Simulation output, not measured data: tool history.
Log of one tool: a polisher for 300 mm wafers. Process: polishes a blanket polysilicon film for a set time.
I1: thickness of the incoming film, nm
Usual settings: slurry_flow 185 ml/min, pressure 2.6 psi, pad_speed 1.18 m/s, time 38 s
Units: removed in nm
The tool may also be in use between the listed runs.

{"run": 1, "day": 0.0, "slurry_flow": 200, "pressure": 2.6, "pad_speed": 1.18, "time": 38, "I1": 979.7, "removed": 344.1}
{"run": 2, "day": 0.408, "slurry_flow": 200, "pressure": 2.6, "pad_speed": 1.18, "time": 38, "I1": 991.4, "removed": 338.9}
{"day": 1.0, "done": "worn pad replaced by a new one"}
{"run": 3, "day": 1.129, "slurry_flow": 185, "pressure": 2.6, "pad_speed": 1.18, "time": 38, "I1": 980.3, "removed": 340}
{"run": 4, "day": 1.612, "slurry_flow": 185, "pressure": 2.6, "pad_speed": 1.18, "time": 38, "I1": 997.5, "removed": 336.5}
{"run": 5, "day": 1.946, "slurry_flow": 185, "pressure": 2.6, "pad_speed": 1.18, "time": 38, "I1": 977.9, "removed": 338.3}
{"day": 2.779, "done": "worn pad replaced by a new one"}
{"run": 6, "day": 2.8, "slurry_flow": 185, "pressure": 2.6, "pad_speed": 1.18, "time": 38, "I1": 968.8, "removed": 348.3}
{"run": 7, "day": 3.404, "slurry_flow": 185, "pressure": 2.6, "pad_speed": 1.18, "time": 38, "I1": 978.3, "removed": 345.9}
{"day": 4.733, "done": "worn pad replaced by a new one"}
{"run": 8, "day": 5.5, "slurry_flow": 155, "pressure": 2.6, "pad_speed": 1.18, "time": 38, "I1": 979.8, "removed": 341.2}
{"run": 9, "day": 5.771, "slurry_flow": 185, "pressure": 2.6, "pad_speed": 1.18, "time": 38, "I1": 981.4, "removed": 351}
{"day": 6.65, "done": "worn pad replaced by a new one"}
{"run": 10, "day": 6.754, "slurry_flow": 205, "pressure": 3, "pad_speed": 1, "time": 29, "I1": 1000.4, "removed": 270.3}
{"day": 6.854, "done": "head pressure recalibrated"}
{"day": 6.879, "done": "slurry nozzle cleaned"}
{"run": 11, "day": 7.042, "slurry_flow": 185, "pressure": 2.6, "pad_speed": 0.82, "time": 38, "I1": 971.6, "removed": 232.1}
{"run": 12, "day": 7.571, "slurry_flow": 165, "pressure": 2.6, "pad_speed": 0.88, "time": 38, "I1": 978.3, "removed": 243.9}
{"run": 13, "day": 7.896, "slurry_flow": 165, "pressure": 2.6, "pad_speed": 1.02, "time": 44, "I1": 983.2, "removed": 321.6}
{"day": 8.25, "done": "worn pad replaced by a new one"}
{"run": 14, "day": 8.271, "slurry_flow": 245, "pressure": 3, "pad_speed": 1.18, "time": 38, "I1": 979.6, "removed": 392}
{"run": 15, "day": 8.762, "slurry_flow": 185, "pressure": 3, "pad_speed": 1.18, "time": 38, "I1": 970.1, "removed": 376.5}

Hidden state or all else? Some run-to-run changes of removed, split into what the settings, what came in and random variation would give without the hidden state, and what is left for the hidden state (with any gauge scatter that isn't in both results):
The hidden state here: removal rate lost through wear of the pad, %; slurry flow missing at the pad, %; deviation of the head's pressure from its setpoint, %.
Run 9 -> 10: slurry_flow 185 -> 205, pressure 2.6 -> 3, pad_speed 1.18 -> 1, time 38 -> 29, worn pad replaced by a new one. removed -80.7 nm: hidden state -3, all else -77.7.
Run 10 -> 11: slurry_flow 205 -> 185, pressure 3 -> 2.6, pad_speed 1 -> 0.82, time 29 -> 38, head pressure recalibrated, slurry nozzle cleaned. removed -38.2 nm: hidden state -22.9, all else -15.3.

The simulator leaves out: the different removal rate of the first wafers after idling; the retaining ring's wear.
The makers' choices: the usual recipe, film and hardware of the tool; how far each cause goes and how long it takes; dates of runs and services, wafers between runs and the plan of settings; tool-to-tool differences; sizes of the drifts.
